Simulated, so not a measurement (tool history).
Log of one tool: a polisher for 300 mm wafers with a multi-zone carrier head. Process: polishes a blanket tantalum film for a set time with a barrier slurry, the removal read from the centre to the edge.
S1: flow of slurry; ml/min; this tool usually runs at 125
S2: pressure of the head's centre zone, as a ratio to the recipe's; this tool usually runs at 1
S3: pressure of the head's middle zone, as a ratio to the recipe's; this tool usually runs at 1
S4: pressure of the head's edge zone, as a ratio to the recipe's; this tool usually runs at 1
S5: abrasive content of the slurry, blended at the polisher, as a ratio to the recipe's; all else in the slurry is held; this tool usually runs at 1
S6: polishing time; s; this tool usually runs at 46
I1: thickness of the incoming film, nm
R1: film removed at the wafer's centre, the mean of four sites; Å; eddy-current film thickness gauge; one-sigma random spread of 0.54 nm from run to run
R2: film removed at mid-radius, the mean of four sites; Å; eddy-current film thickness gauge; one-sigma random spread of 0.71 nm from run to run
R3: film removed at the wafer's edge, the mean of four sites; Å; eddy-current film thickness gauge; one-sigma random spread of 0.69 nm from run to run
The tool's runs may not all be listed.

{"run": 1, "hour": 0.0, "S1": 125, "S2": 1, "S3": 1, "S4": 1, "S5": 1, "S6": 46, "I1": 340.4, "R1": 661, "R2": 656, "R3": 676}
{"hour": 69.9, "done": "worn pad replaced by a new one"}
{"run": 2, "hour": 195.4, "S1": 125, "S2": 1, "S3": 1, "S4": 1, "S5": 0.9, "S6": 46, "I1": 340.1, "R1": 647, "R2": 626, "R3": 642}
{"run": 3, "hour": 237.9, "S1": 125, "S2": 1, "S3": 1, "S4": 1, "S5": 0.85, "S6": 46, "I1": 346.4, "R1": 635, "R2": 608, "R3": 642}
{"run": 4, "hour": 526.0, "S1": 125, "S2": 1, "S3": 1, "S4": 1, "S5": 1, "S6": 46, "I1": 340.6, "R1": 692, "R2": 654, "R3": 676}
{"hour": 587.0, "done": "slurry nozzle cleaned"}
{"run": 5, "hour": 608.8, "S1": 125, "S2": 1.1, "S3": 1, "S4": 0.95, "S5": 1, "S6": 53, "I1": 339.2, "R1": 862, "R2": 769, "R3": 754}
{"hour": 657.5, "done": "edge zone pressure recalibrated"}
{"run": 6, "hour": 685.8, "S1": 125, "S2": 1, "S3": 1, "S4": 1, "S5": 1, "S6": 46, "I1": 340.7, "R1": 702, "R2": 671, "R3": 674}
{"hour": 696.1, "done": "worn pad replaced by a new one"}
{"hour": 728.0, "done": "centre zone pressure recalibrated"}
{"run": 7, "hour": 743.0, "S1": 100, "S2": 1, "S3": 1, "S4": 1.03, "S5": 0.85, "S6": 35, "I1": 339.5, "R1": 444, "R2": 444, "R3": 469}
{"run": 8, "hour": 810.2, "S1": 125, "S2": 1, "S3": 1, "S4": 1, "S5": 1, "S6": 46, "I1": 344.9, "R1": 657, "R2": 657, "R3": 672}
{"hour": 1120.0, "done": "carrier head's membrane replaced by a new one"}
{"run": 9, "hour": 1120.5, "S1": 125, "S2": 0.95, "S3": 1, "S4": 1.1, "S5": 1, "S6": 46, "I1": 339, "R1": 631, "R2": 661, "R3": 696}
{"run": 10, "hour": 1190.2, "S1": 125, "S2": 1, "S3": 1, "S4": 1, "S5": 1, "S6": 37, "I1": 339.8, "R1": 531, "R2": 524, "R3": 536}
{"hour": 1252.9, "done": "slurry nozzle cleaned"}
{"hour": 1312.9, "done": "worn pad replaced by a new one"}
{"run": 11, "hour": 1317.3, "S1": 125, "S2": 1, "S3": 1, "S4": 0.95, "S5": 1, "S6": 40, "I1": 339.8, "R1": 583, "R2": 578, "R3": 590}
{"run": 12, "hour": 1382.4, "S1": 125, "S2": 1, "S3": 1, "S4": 0.89, "S5": 1, "S6": 42, "I1": 341.6, "R1": 609, "R2": 612, "R3": 584}
{"hour": 1431.1, "done": "edge zone pressure recalibrated"}
{"run": 13, "hour": 1448.6, "S1": 125, "S2": 1, "S3": 1, "S4": 1, "S5": 1, "S6": 46, "I1": 338.3, "R1": 662, "R2": 651, "R3": 676}
{"run": 14, "hour": 1518.8, "S1": 155, "S2": 1.07, "S3": 0.96, "S4": 1, "S5": 1, "S6": 46, "I1": 343.2, "R1": 757, "R2": 655, "R3": 689}
{"run": 15, "hour": 1582.9, "S1": 125, "S2": 1, "S3": 1, "S4": 1, "S5": 1, "S6": 46, "I1": 341.9, "R1": 669, "R2": 663, "R3": 683}
{"run": 16, "hour": 1654.3, "S1": 125, "S2": 0.95, "S3": 1, "S4": 1.1, "S5": 1, "S6": 46, "I1": 341.4, "R1": 644, "R2": 674, "R3": 714}
{"run": 17, "hour": 1705.3, "S1": 125, "S2": 1.04, "S3": 0.93, "S4": 1.1, "S5": 1, "S6": 46, "I1": 341.3, "R1": 711, "R2": 619, "R3": 699}
{"run": 18, "hour": 1748.7, "S1": 125, "S2": 1, "S3": 1, "S4": 1, "S5": 1, "S6": 46, "I1": 341.5, "R1": 679, "R2": 664, "R3": 677}
{"run": 19, "hour": 1852.8, "S1": 125, "S2": 1, "S3": 0.92, "S4": 1, "S5": 1, "S6": 46, "I1": 339.2, "R1": 678, "R2": 617, "R3": 680}
{"hour": 1949.0, "done": "slurry nozzle cleaned"}
{"hour": 1991.1, "done": "worn pad replaced by a new one"}
{"run": 20, "hour": 2007.3, "S1": 125, "S2": 1, "S3": 1.09, "S4": 1, "S5": 1, "S6": 46, "I1": 344, "R1": 697, "R2": 699, "R3": 672}
{"hour": 2035.5, "done": "edge zone pressure recalibrated"}
{"run": 21, "hour": 2047.8, "S1": 95, "S2": 1.05, "S3": 1, "S4": 1, "S5": 1.1, "S6": 37, "I1": 336.3, "R1": 556, "R2": 513, "R3": 532}

Predict each of these 4 candidate next runs independently; none follows another, all start after run 21:
{"run": "A", "hour": 2048.2, "S1": 125, "S2": 1, "S3": 1, "S4": 1, "S5": 1, "S6": 46, "I1": 333.8, "R1": "?", "R2": "?", "R3": "?"}
{"run": "B", "hour": 2048.2, "S1": 105, "S2": 0.88, "S3": 0.92, "S4": 1, "S5": 1, "S6": 46, "I1": 333.8, "R1": "?", "R2": "?", "R3": "?"}
{"run": "C", "hour": 2048.2, "S1": 110, "S2": 1, "S3": 1, "S4": 1.12, "S5": 1, "S6": 46, "I1": 333.8, "R1": "?", "R2": "?", "R3": "?"}
{"run": "D", "hour": 2048.2, "S1": 105, "S2": 1, "S3": 1, "S4": 1, "S5": 0.8, "S6": 46, "I1": 333.8, "R1": "?", "R2": "?", "R3": "?"}

run=A R1=682 R2=643 R3=669
run=B R1=580 R2=575 R3=649
run=C R1=658 R2=623 R3=685
run=D R1=594 R2=564 R3=594
With the hidden condition removed and each run's random variation left untouched, the same runs would have given:
run=A R1=645 R2=644 R3=669
run=B R1=548 R2=575 R3=649
run=C R1=623 R2=624 R3=685
run=D R1=562 R2=564 R3=594
